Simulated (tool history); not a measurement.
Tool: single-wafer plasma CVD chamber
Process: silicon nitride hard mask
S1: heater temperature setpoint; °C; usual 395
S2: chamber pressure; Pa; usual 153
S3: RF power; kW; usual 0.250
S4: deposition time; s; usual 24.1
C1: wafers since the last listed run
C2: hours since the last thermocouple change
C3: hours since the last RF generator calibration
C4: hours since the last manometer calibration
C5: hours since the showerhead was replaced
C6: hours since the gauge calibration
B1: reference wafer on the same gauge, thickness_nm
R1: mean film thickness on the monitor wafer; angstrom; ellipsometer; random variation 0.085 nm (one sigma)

{"run": 1, "hour": 0.0, "S1": 395, "S2": 153, "S3": 0.25, "S4": 24.1, "C1": 0, "C2": 2302.3, "C3": 1091.5, "C4": 1962.0, "C5": 3823.8, "C6": 12.4, "B1": 23.701, "R1": 228.43}
{"run": 2, "hour": 11.1, "S1": 395, "S2": 153, "S3": 0.25, "S4": 24.1, "C1": 236, "C2": 2313.4, "C3": 1102.6, "C4": 1973.1, "C5": 3834.9, "C6": 23.5, "B1": 23.7, "R1": 226.98}
{"run": 3, "hour": 22.1, "S1": 402, "S2": 153, "S3": 0.22, "S4": 24.1, "C1": 234, "C2": 2324.4, "C3": 1113.6, "C4": 1984.1, "C5": 3845.9, "C6": 34.5, "B1": 23.671, "R1": 213.03}
{"run": 4, "hour": 36.3, "S1": 402, "S2": 153, "S3": 0.22, "S4": 24.1, "C1": 302, "C2": 2338.6, "C3": 1127.8, "C4": 1998.3, "C5": 3860.1, "C6": 48.7, "B1": 23.675, "R1": 214.06}
{"run": 5, "hour": 49.8, "S1": 395, "S2": 153, "S3": 0.25, "S4": 24.1, "C1": 287, "C2": 2352.1, "C3": 1141.3, "C4": 2011.8, "C5": 3873.6, "C6": 62.2, "B1": 23.68, "R1": 228.82}
{"run": 6, "hour": 57.9, "S1": 395, "S2": 153, "S3": 0.25, "S4": 24.1, "C1": 172, "C2": 2360.2, "C3": 1149.4, "C4": 2019.9, "C5": 3881.7, "C6": 70.3, "B1": 23.7, "R1": 229.07}
{"run": 7, "hour": 68.4, "S1": 395, "S2": 153, "S3": 0.25, "S4": 20.9, "C1": 223, "C2": 2370.7, "C3": 1159.9, "C4": 2030.4, "C5": 3892.2, "C6": 80.8, "B1": 23.686, "R1": 198.33}
{"run": 8, "hour": 85.9, "S1": 395, "S2": 153, "S3": 0.25, "S4": 24.1, "C1": 372, "C2": 2388.2, "C3": 1177.4, "C4": 2047.9, "C5": 3909.7, "C6": 98.3, "B1": 23.687, "R1": 227.48}
{"run": 9, "hour": 99.4, "S1": 395, "S2": 153, "S3": 0.25, "S4": 24.1, "C1": 287, "C2": 2401.7, "C3": 1190.9, "C4": 2061.4, "C5": 3923.2, "C6": 111.8, "B1": 23.744, "R1": 229.2}
{"run": 10, "hour": 109.7, "S1": 395, "S2": 153, "S3": 0.25, "S4": 24.1, "C1": 219, "C2": 2412.0, "C3": 1201.2, "C4": 2071.7, "C5": 3933.5, "C6": 122.1, "B1": 23.722, "R1": 229.01}
{"run": 11, "hour": 121.0, "S1": 395, "S2": 153, "S3": 0.25, "S4": 24.1, "C1": 240, "C2": 2423.3, "C3": 1212.5, "C4": 2083.0, "C5": 3944.8, "C6": 133.4, "B1": 23.689, "R1": 228.45}
{"hour": 141.6, "done": "thermocouple changed; heater temperature recalibrated"}
{"run": 12, "hour": 142.1, "S1": 395, "S2": 153, "S3": 0.25, "S4": 24.1, "C1": 279, "C2": 0.5, "C3": 1233.6, "C4": 2104.1, "C5": 3965.9, "C6": 154.5, "B1": 23.721, "R1": 229.9}
{"run": 13, "hour": 154.0, "S1": 395, "S2": 153, "S3": 0.25, "S4": 24.1, "C1": 253, "C2": 12.4, "C3": 1245.5, "C4": 2116.0, "C5": 3977.8, "C6": 166.4, "B1": 23.694, "R1": 229.34}
{"run": 14, "hour": 169.1, "S1": 406, "S2": 153, "S3": 0.24, "S4": 24.1, "C1": 321, "C2": 27.5, "C3": 1260.6, "C4": 2131.1, "C5": 3992.9, "C6": 181.5, "B1": 23.701, "R1": 222.0}
{"run": 15, "hour": 178.7, "S1": 395, "S2": 153, "S3": 0.25, "S4": 24.1, "C1": 204, "C2": 37.1, "C3": 1270.2, "C4": 2140.7, "C5": 4002.5, "C6": 191.1, "B1": 23.708, "R1": 228.02}
{"run": 16, "hour": 187.7, "S1": 395, "S2": 153, "S3": 0.25, "S4": 24.1, "C1": 191, "C2": 46.1, "C3": 1279.2, "C4": 2149.7, "C5": 4011.5, "C6": 200.1, "B1": 23.681, "R1": 229.96}
{"hour": 191.9, "done": "gauge calibrated"}
{"run": 17, "hour": 205.4, "S1": 389, "S2": 189, "S3": 0.25, "S4": 25.6, "C1": 377, "C2": 63.8, "C3": 1296.9, "C4": 2167.4, "C5": 4029.2, "C6": 13.5, "B1": 23.69, "R1": 257.88}
{"hour": 214.7, "done": "RF generator calibrated"}
{"hour": 214.9, "done": "capacitance manometer re-zeroed and calibrated"}
{"hour": 216.2, "done": "showerhead replaced"}
{"run": 18, "hour": 216.7, "S1": 384, "S2": 176, "S3": 0.25, "S4": 24.1, "C1": 37, "C2": 75.1, "C3": 2.0, "C4": 1.8, "C5": 0.5, "C6": 24.8, "B1": 23.698, "R1": 237.96}
{"run": 19, "hour": 229.5, "S1": 395, "S2": 153, "S3": 0.25, "S4": 24.1, "C1": 272, "C2": 87.9, "C3": 14.8, "C4": 14.6, "C5": 13.3, "C6": 37.6, "B1": 23.704, "R1": 229.36}
{"run": 20, "hour": 236.5, "S1": 382, "S2": 187, "S3": 0.25, "S4": 24.1, "C1": 149, "C2": 94.9, "C3": 21.8, "C4": 21.6, "C5": 20.3, "C6": 44.6, "B1": 23.698, "R1": 243.81}
{"run": 21, "hour": 249.7, "S1": 395, "S2": 169, "S3": 0.22, "S4": 20.0, "C1": 281, "C2": 108.1, "C3": 35.0, "C4": 34.8, "C5": 33.5, "C6": 57.8, "B1": 23.695, "R1": 182.55}
{"run": 22, "hour": 266.6, "S1": 395, "S2": 191, "S3": 0.25, "S4": 24.1, "C1": 360, "C2": 125.0, "C3": 51.9, "C4": 51.7, "C5": 50.4, "C6": 74.7, "B1": 23.717, "R1": 241.26}
{"run": 23, "hour": 282.5, "S1": 409, "S2": 120, "S3": 0.23, "S4": 24.1, "C1": 338, "C2": 140.9, "C3": 67.8, "C4": 67.6, "C5": 66.3, "C6": 90.6, "B1": 23.674, "R1": 204.85}
{"run": 24, "hour": 293.5, "S1": 395, "S2": 153, "S3": 0.25, "S4": 24.1, "C1": 234, "C2": 151.9, "C3": 78.8, "C4": 78.6, "C5": 77.3, "C6": 101.6, "B1": 23.675, "R1": 229.58}
{"run": 25, "hour": 305.1, "S1": 395, "S2": 153, "S3": 0.25, "S4": 24.1, "C1": 247, "C2": 163.5, "C3": 90.4, "C4": 90.2, "C5": 88.9, "C6": 113.2, "B1": 23.703, "R1": 228.65}
{"run": 26, "hour": 320.7, "S1": 402, "S2": 153, "S3": 0.25, "S4": 24.1, "C1": 332, "C2": 179.1, "C3": 106.0, "C4": 105.8, "C5": 104.5, "C6": 128.8, "B1": 23.698, "R1": 227.66}
{"run": 27, "hour": 327.8, "S1": 395, "S2": 153, "S3": 0.215, "S4": 24.1, "C1": 151, "C2": 186.2, "C3": 113.1, "C4": 112.9, "C5": 111.6, "C6": 135.9, "B1": 23.725, "R1": 210.84}
{"run": 28, "hour": 335.0, "S1": 406, "S2": 137, "S3": 0.265, "S4": 19.4, "C1": 153, "C2": 193.4, "C3": 120.3, "C4": 120.1, "C5": 118.8, "C6": 143.1, "B1": 23.699, "R1": 184.09}

4 ways to go on from here, each from the tool as it stands after run 28. What would each give?
{"run": "A", "hour": 335.4, "S1": 395, "S2": 153, "S3": 0.25, "S4": 24.1, "C1": 8, "C2": 193.8, "C3": 120.7, "C4": 120.5, "C5": 119.2, "C6": 143.5, "B1": "?", "R1": "?"}
{"run": "B", "hour": 335.4, "S1": 401, "S2": 181, "S3": 0.25, "S4": 20.0, "C1": 8, "C2": 193.8, "C3": 120.7, "C4": 120.5, "C5": 119.2, "C6": 143.5, "B1": "?", "R1": "?"}
{"run": "C", "hour": 335.4, "S1": 405, "S2": 153, "S3": 0.25, "S4": 24.1, "C1": 8, "C2": 193.8, "C3": 120.7, "C4": 120.5, "C5": 119.2, "C6": 143.5, "B1": "?", "R1": "?"}
{"run": "D", "hour": 335.4, "S1": 395, "S2": 153, "S3": 0.25, "S4": 21.9, "C1": 8, "C2": 193.8, "C3": 120.7, "C4": 120.5, "C5": 119.2, "C6": 143.5, "B1": "?", "R1": "?"}

run=A B1=23.701 R1=229.17
run=B B1=23.701 R1=198.44
run=C B1=23.701 R1=228.05
run=D B1=23.701 R1=208.30
Without the tool's hidden state the same runs would have given:
run=A R1=229.17
run=B R1=198.44
run=C R1=228.05
run=D R1=208.30

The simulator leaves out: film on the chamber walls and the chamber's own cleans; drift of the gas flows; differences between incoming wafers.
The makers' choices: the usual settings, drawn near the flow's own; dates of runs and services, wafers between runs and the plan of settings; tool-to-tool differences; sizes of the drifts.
